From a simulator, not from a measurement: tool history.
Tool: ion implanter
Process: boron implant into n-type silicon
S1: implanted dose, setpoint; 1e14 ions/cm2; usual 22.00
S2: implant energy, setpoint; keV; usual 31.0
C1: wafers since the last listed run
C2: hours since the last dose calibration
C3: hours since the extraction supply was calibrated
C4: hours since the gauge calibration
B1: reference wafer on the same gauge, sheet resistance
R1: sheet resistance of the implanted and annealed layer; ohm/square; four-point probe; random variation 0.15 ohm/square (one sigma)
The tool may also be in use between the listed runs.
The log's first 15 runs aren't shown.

Run 16, hour 209.1: usual settings; C1 219; C2 1286.0; C3 3942.1; C4 202.8; B1 58.84. Result: R1 60.59 ohm/square.
Run 17, hour 220.9: usual settings; C1 193; C2 1297.8; C3 3953.9; C4 214.6; B1 58.76. Result: R1 60.57 ohm/square.
Run 18, hour 227.6: usual settings but S1 25.74 1e14 ions/cm2, S2 24.5 keV; C1 109; C2 1304.5; C3 3960.6; C4 221.3; B1 58.80. Result: R1 58.61 ohm/square.
Run 19, hour 239.6: usual settings but S1 26.04 1e14 ions/cm2, S2 24.5 keV; C1 196; C2 1316.5; C3 3972.6; C4 233.3; B1 58.83. Result: R1 58.15 ohm/square.
At hour 256.2: extraction supply calibrated.
Run 20, hour 256.7: usual settings but S1 16.88 1e14 ions/cm2, S2 21.5 keV; C1 149; C2 1333.6; C3 0.5; C4 250.4; B1 58.78. Result: R1 77.08 ohm/square.
Run 21, hour 268.6: usual settings but S2 25.5 keV; C1 195; C2 1345.5; C3 12.4; C4 262.3; B1 58.80. Result: R1 63.10 ohm/square.
Run 22, hour 284.1: usual settings but S1 16.32 1e14 ions/cm2; C1 254; C2 1361.0; C3 27.9; C4 277.8; B1 58.76. Result: R1 75.92 ohm/square.
Run 23, hour 307.9: usual settings but S1 25.70 1e14 ions/cm2, S2 28.0 keV; C1 390; C2 1384.8; C3 51.7; C4 301.6; B1 58.79. Result: R1 56.78 ohm/square.
Run 24, hour 318.2: usual settings but S1 16.28 1e14 ions/cm2; C1 168; C2 1395.1; C3 62.0; C4 311.9; B1 58.84. Result: R1 76.50 ohm/square.
Run 25, hour 327.2: usual settings but S1 17.86 1e14 ions/cm2, S2 23.0 keV; C1 147; C2 1404.1; C3 71.0; C4 320.9; B1 58.80. Result: R1 73.87 ohm/square.
Run 26, hour 336.2: usual settings but S1 27.69 1e14 ions/cm2, S2 24.0 keV; C1 147; C2 1413.1; C3 80.0; C4 329.9; B1 58.81. Result: R1 56.79 ohm/square.
Run 27, hour 353.2: usual settings but S1 23.94 1e14 ions/cm2, S2 24.5 keV; C1 278; C2 1430.1; C3 97.0; C4 346.9; B1 58.80. Result: R1 60.76 ohm/square.
At hour 367.4: Faraday cup replaced and dose calibrated.
Run 28, hour 370.1: usual settings but S1 17.98 1e14 ions/cm2, S2 33.5 keV; C1 146; C2 2.7; C3 113.9; C4 363.8; B1 58.82. Result: R1 67.81 ohm/square.
Run 29, hour 381.0: usual settings but S1 27.28 1e14 ions/cm2, S2 35.5 keV; C1 178; C2 13.6; C3 124.8; C4 374.7; B1 58.79. Result: R1 50.57 ohm/square.
At hour 388.8: gauge calibrated.
Run 30, hour 420.4: usual settings but S1 19.79 1e14 ions/cm2, S2 20.5 keV; C1 646; C2 53.0; C3 164.2; C4 31.6; B1 58.79. Result: R1 68.89 ohm/square.
Run 31, hour 431.8: usual settings but S1 19.67 1e14 ions/cm2, S2 24.0 keV; C1 187; C2 64.4; C3 175.6; C4 43.0; B1 58.81. Result: R1 67.24 ohm/square.
Run 32, hour 446.9: usual settings but S1 15.50 1e14 ions/cm2, S2 35.0 keV; C1 247; C2 79.5; C3 190.7; C4 58.1; B1 58.78. Result: R1 76.48 ohm/square.
Run 33, hour 453.9: usual settings but S1 17.33 1e14 ions/cm2; C1 114; C2 86.5; C3 197.7; C4 65.1; B1 58.81. Result: R1 70.45 ohm/square.
Run 34, hour 466.8: usual settings; C1 211; C2 99.4; C3 210.6; C4 78.0; B1 58.84. Result: R1 59.50 ohm/square.
Run 35, hour 478.0: usual settings but S1 27.56 1e14 ions/cm2, S2 35.5 keV; C1 183; C2 110.6; C3 221.8; C4 89.2; B1 58.81. Result: R1 50.26 ohm/square.
Run 36, hour 488.6: usual settings; C1 173; C2 121.2; C3 232.4; C4 99.8; B1 58.85. Result: R1 59.83 ohm/square.

Forecast each of these 3 alternatives for the next run:
Run A, hour 489.0: usual settings; C1 6; C2 121.6; C3 232.8; C4 100.2; B1 ?. Result: R1 ?.
Run B, hour 489.0: usual settings but S1 16.54 1e14 ions/cm2; C1 6; C2 121.6; C3 232.8; C4 100.2; B1 ?. Result: R1 ?.
Run C, hour 489.0: usual settings but S1 25.50 1e14 ions/cm2, S2 28.0 keV; C1 6; C2 121.6; C3 232.8; C4 100.2; B1 ?. Result: R1 ?.

run     B1     R1
  A  58.80  59.45
  B  58.80  73.01
  C  58.80  55.50
Without the tool's hidden state the same runs would have given:
run     R1
  A  59.20
  B  72.65
  C  55.31

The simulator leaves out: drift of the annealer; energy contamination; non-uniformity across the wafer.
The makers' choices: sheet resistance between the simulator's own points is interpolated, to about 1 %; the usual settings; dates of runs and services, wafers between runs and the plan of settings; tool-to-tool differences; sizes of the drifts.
